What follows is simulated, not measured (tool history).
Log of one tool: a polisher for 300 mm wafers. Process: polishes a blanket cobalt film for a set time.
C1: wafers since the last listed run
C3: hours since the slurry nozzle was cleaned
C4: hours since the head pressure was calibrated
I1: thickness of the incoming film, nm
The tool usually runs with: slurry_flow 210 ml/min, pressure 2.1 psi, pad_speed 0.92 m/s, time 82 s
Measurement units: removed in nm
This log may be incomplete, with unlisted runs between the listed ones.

Run 1, hour 0: usual settings; C1 0; wafers polished on this pad 399; C3 666.2; C4 235.4; I1 1298.8. Result: removed 342 nm.
Run 2, hour 13.6: usual settings; C1 81; wafers polished on this pad 481; C3 679.8; C4 249; I1 1311.8. Result: removed 343.8 nm.
Run 3, hour 30.8: usual settings but slurry_flow 265 ml/min, pressure 2.4 psi; C1 102; wafers polished on this pad 584; C3 697; C4 266.2; I1 1329. Result: removed 382.7 nm.
At hour 42.8: worn pad replaced by a new one.
Run 4, hour 43.3: usual settings; C1 50; wafers polished on this pad 3; C3 709.5; C4 278.7; I1 1319.4. Result: removed 363 nm.
Run 5, hour 50.6: usual settings; C1 43; wafers polished on this pad 46; C3 716.8; C4 286; I1 1340.8. Result: removed 354.8 nm.
Run 6, hour 61.5: usual settings but slurry_flow 150 ml/min, pressure 1.6 psi; C1 65; wafers polished on this pad 112; C3 727.7; C4 296.9; I1 1314. Result: removed 283.1 nm.
Run 7, hour 77: usual settings but slurry_flow 150 ml/min, pressure 1.6 psi; C1 92; wafers polished on this pad 204; C3 743.2; C4 312.4; I1 1305.4. Result: removed 280.1 nm.
Run 8, hour 93.3: usual settings but slurry_flow 150 ml/min, pressure 1.6 psi; C1 97; wafers polished on this pad 302; C3 759.5; C4 328.7; I1 1305.2. Result: removed 279.6 nm.
Run 9, hour 104.5: usual settings; C1 67; wafers polished on this pad 369; C3 770.7; C4 339.9; I1 1341.2. Result: removed 346.7 nm.
Run 10, hour 115.4: usual settings; C1 65; wafers polished on this pad 434; C3 781.6; C4 350.8; I1 1323.2. Result: removed 346.6 nm.
At hour 130: slurry nozzle cleaned.
Run 11, hour 130.9: usual settings; C1 86; wafers polished on this pad 521; C3 0.9; C4 366.3; I1 1315.2. Result: removed 341.2 nm.
Run 12, hour 142.9: usual settings; C1 71; wafers polished on this pad 593; C3 12.9; C4 378.3; I1 1305.5. Result: removed 352.1 nm.
Run 13, hour 156.8: usual settings; C1 83; wafers polished on this pad 676; C3 26.8; C4 392.2; I1 1329.1. Result: removed 340.6 nm.
At hour 165.3: worn pad replaced by a new one.
Run 14, hour 170.9: usual settings but slurry_flow 155 ml/min, time 60 s; C1 60; wafers polished on this pad 33; C3 40.9; C4 406.3; I1 1322.4. Result: removed 249.7 nm.
Run 15, hour 186.7: usual settings but slurry_flow 155 ml/min, time 60 s; C1 94; wafers polished on this pad 127; C3 56.7; C4 422.1; I1 1309.5. Result: removed 245.5 nm.
Run 16, hour 196.5: usual settings but slurry_flow 280 ml/min, time 108 s; C1 58; wafers polished on this pad 186; C3 66.5; C4 431.9; I1 1324.7. Result: removed 477.9 nm.
Run 17, hour 204.4: usual settings but slurry_flow 255 ml/min, pressure 2.6 psi, pad_speed 0.82 m/s, time 106 s; C1 47; wafers polished on this pad 233; C3 74.4; C4 439.8; I1 1296.7. Result: removed 486 nm.
Run 18, hour 214.8: usual settings; C1 62; wafers polished on this pad 296; C3 84.8; C4 450.2; I1 1337.1. Result: removed 350.9 nm.
Run 19, hour 231.3: usual settings but slurry_flow 250 ml/min; C1 98; wafers polished on this pad 394; C3 101.3; C4 466.7; I1 1309.1. Result: removed 352 nm.
At hour 240.2: head pressure recalibrated.
Run 20, hour 246.1: usual settings but slurry_flow 270 ml/min, pressure 1.8 psi, pad_speed 1.1 m/s; C1 76; wafers polished on this pad 471; C3 116.1; C4 5.9; I1 1323.3. Result: removed 381 nm.
Run 21, hour 262: usual settings; C1 95; wafers polished on this pad 566; C3 132; C4 21.8; I1 1317.7. Result: removed 347.5 nm.
Run 22, hour 279.5: usual settings but slurry_flow 135 ml/min; C1 104; wafers polished on this pad 671; C3 149.5; C4 39.3; I1 1303.1. Result: removed 329 nm.
Run 23, hour 285.9: usual settings but pressure 2.6 psi; C1 38; wafers polished on this pad 709; C3 155.9; C4 45.7; I1 1318.8. Result: removed 409.4 nm.
At hour 298.2: worn pad replaced by a new one.
Run 24, hour 299.9: usual settings but pad_speed 1.24 m/s; C1 59; wafers polished on this pad 9; C3 169.9; C4 59.7; I1 1302.9. Result: removed 489.6 nm.
Run 25, hour 312.2: usual settings but pad_speed 0.68 m/s; C1 73; wafers polished on this pad 83; C3 182.2; C4 72; I1 1336.5. Result: removed 260.8 nm.
Run 26, hour 328.3: usual settings; C1 96; wafers polished on this pad 179; C3 198.3; C4 88.1; I1 1296.2. Result: removed 349.4 nm.
Run 27, hour 343.9: usual settings but time 60 s; C1 93; wafers polished on this pad 273; C3 213.9; C4 103.7; I1 1309.2. Result: removed 254.7 nm.
Run 28, hour 355.7: usual settings but pressure 2.4 psi, time 108 s; C1 70; wafers polished on this pad 343; C3 225.7; C4 115.5; I1 1330.5. Result: removed 506.5 nm.
Run 29, hour 366.2: usual settings but pressure 2.8 psi, pad_speed 0.6 m/s; C1 62; wafers polished on this pad 406; C3 236.2; C4 126; I1 1295.2. Result: removed 275.3 nm.
Run 30, hour 379.1: usual settings; C1 77; wafers polished on this pad 483; C3 249.1; C4 138.9; I1 1329. Result: removed 340.4 nm.
Run 31, hour 389.5: usual settings but pad_speed 0.62 m/s; C1 62; wafers polished on this pad 546; C3 259.5; C4 149.3; I1 1337.3. Result: removed 231 nm.

Run-by-run hidden state of the tool:
slurry flow missing at the pad, %: 0 across all the runs
deviation of the head's pressure from its setpoint, %: 0 across all the runs
H1: removal rate lost through wear of the pad, %
run     H1
  1   4.33
  2   4.62
  3   4.87
  4  0.221
  5    1.1
  6   2.14
  7   3.21
  8   3.97
  9   4.34
 10   4.61
 11   4.89
 12   5.04
 13   5.17
 14   0.95
 15   2.46
 16   3.14
 17   3.58
 18   4.04
 19   4.56
 20   4.88
 21   5.11
 22   5.28
 23   5.33
 24  0.769
 25   2.12
 26   3.37
 27   4.18
 28   4.61
 29   4.91
 30   5.17
 31   5.34
